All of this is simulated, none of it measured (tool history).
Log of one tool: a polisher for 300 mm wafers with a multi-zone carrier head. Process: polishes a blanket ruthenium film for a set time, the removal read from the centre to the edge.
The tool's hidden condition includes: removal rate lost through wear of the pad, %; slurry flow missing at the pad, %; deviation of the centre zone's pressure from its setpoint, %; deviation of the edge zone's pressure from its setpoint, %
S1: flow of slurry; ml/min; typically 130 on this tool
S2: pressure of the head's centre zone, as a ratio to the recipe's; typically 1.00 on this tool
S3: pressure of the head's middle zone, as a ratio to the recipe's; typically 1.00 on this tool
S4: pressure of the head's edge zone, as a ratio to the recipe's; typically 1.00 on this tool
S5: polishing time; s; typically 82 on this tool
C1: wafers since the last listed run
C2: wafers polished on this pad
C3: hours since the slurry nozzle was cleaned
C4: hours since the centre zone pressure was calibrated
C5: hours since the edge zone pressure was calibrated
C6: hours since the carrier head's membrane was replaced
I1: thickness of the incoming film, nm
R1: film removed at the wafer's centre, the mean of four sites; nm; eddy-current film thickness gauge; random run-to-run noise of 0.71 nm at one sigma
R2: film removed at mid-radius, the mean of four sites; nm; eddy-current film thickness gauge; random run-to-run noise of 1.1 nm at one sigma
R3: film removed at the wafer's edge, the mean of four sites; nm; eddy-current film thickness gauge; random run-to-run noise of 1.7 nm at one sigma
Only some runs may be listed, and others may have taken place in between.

run,hour,S1,S2,S3,S4,S5,C1,C2,C3,C4,C5,C6,I1,R1,R2,R3
1,0.0,130,1.00,1.00,1.00,82,0,1037,483.7,429.5,211.2,189.5,478.5,117.6,118.6,118.0
2,43.7,130,1.00,1.00,1.00,82,627,1665,527.4,473.2,254.9,233.2,482.6,117.2,117.2,115.8
3,71.7,130,1.00,1.00,1.00,82,402,2067,555.4,501.2,282.9,261.2,486.2,118.1,118.1,116.0
4,106.3,130,1.00,1.00,1.00,82,496,2564,590.0,535.8,317.5,295.8,474.2,115.7,118.7,119.6
# hour 119.1: worn pad replaced by a new one
5,159.7,130,1.00,1.00,1.00,82,709,583,643.4,589.2,370.9,349.2,483.6,116.7,117.5,117.6
# hour 164.4: slurry nozzle cleaned
6,202.0,130,1.00,1.00,1.00,82,593,1176,37.6,631.5,413.2,391.5,477.5,117.3,117.3,119.7
7,230.0,130,1.00,1.00,1.00,82,402,1579,65.6,659.5,441.2,419.5,479.7,117.7,118.1,119.2
8,295.7,130,1.00,1.00,1.00,82,943,2522,131.3,725.2,506.9,485.2,472.7,117.3,118.4,117.0
# hour 316.0: worn pad replaced by a new one
9,366.7,130,1.00,1.00,1.00,82,962,728,202.3,796.2,577.9,556.2,475.7,116.5,119.1,115.9
10,434.8,130,1.00,1.00,1.00,82,978,1706,270.4,864.3,646.0,624.3,484.7,116.6,117.6,119.9
# hour 456.3: carrier head's membrane replaced by a new one
11,460.5,130,1.00,1.00,1.00,82,297,2004,296.1,890.0,671.7,4.2,476.2,117.0,119.6,116.4
# hour 500.3: worn pad replaced by a new one
12,511.4,130,1.00,1.05,1.00,82,673,159,347.0,940.9,722.6,55.1,476.9,117.2,124.0,116.9
13,557.7,130,1.00,1.00,1.00,82,665,824,393.3,987.2,768.9,101.4,472.4,117.1,118.4,115.8
# hour 584.4: edge zone pressure recalibrated
14,619.6,130,1.00,1.00,1.00,82,860,1685,455.2,1049.1,35.2,163.3,475.4,117.6,119.0,118.1
15,690.9,130,0.96,1.00,1.00,82,1024,2709,526.5,1120.4,106.5,234.6,490.0,114.0,119.5,116.9
# hour 711.7: worn pad replaced by a new one
# hour 718.4: centre zone pressure recalibrated
16,758.2,115,0.97,0.95,1.12,82,880,638,593.8,39.8,173.8,301.9,484.6,108.9,112.3,122.1
# hour 786.5: slurry nozzle cleaned
17,860.2,130,1.00,1.04,1.11,57,1450,2089,73.7,141.8,275.8,403.9,478.0,81.1,84.6,88.4
18,897.9,155,0.97,1.12,1.03,82,541,2630,111.4,179.5,313.5,441.6,487.1,119.0,138.5,119.8
# hour 914.5: worn pad replaced by a new one
19,966.1,130,1.00,1.11,1.04,94,922,740,179.6,247.7,381.7,509.8,469.5,134.0,151.5,140.0
20,1011.6,115,1.00,1.00,1.00,82,653,1394,225.1,293.2,427.2,555.3,479.7,113.0,116.6,115.6
21,1046.7,155,1.00,1.00,1.07,82,504,1898,260.2,328.3,462.3,590.4,479.2,121.9,124.3,126.8
22,1079.8,105,1.00,1.00,1.00,82,475,2374,293.3,361.4,495.4,623.5,482.9,108.6,113.3,113.5

Forecast each of these 3 alternatives for the next run:
A,1080.2,130,1.00,1.00,1.00,82,5,2379,293.7,361.8,495.8,623.9,488.9,?,?,?
B,1080.2,170,1.00,1.00,1.00,82,5,2379,293.7,361.8,495.8,623.9,488.9,?,?,?
C,1080.2,130,1.00,1.00,1.00,95,5,2379,293.7,361.8,495.8,623.9,488.9,?,?,?

run,R1,R2,R3
A,116.3,120.1,115.4
B,123.9,127.0,120.1
C,134.8,139.1,133.7
Take away the tool's hidden state, keep each run's random variation, and the runs would have read:
run,R1,R2,R3
A,116.3,120.1,115.4
B,123.9,127.0,120.1
C,134.8,139.1,133.7
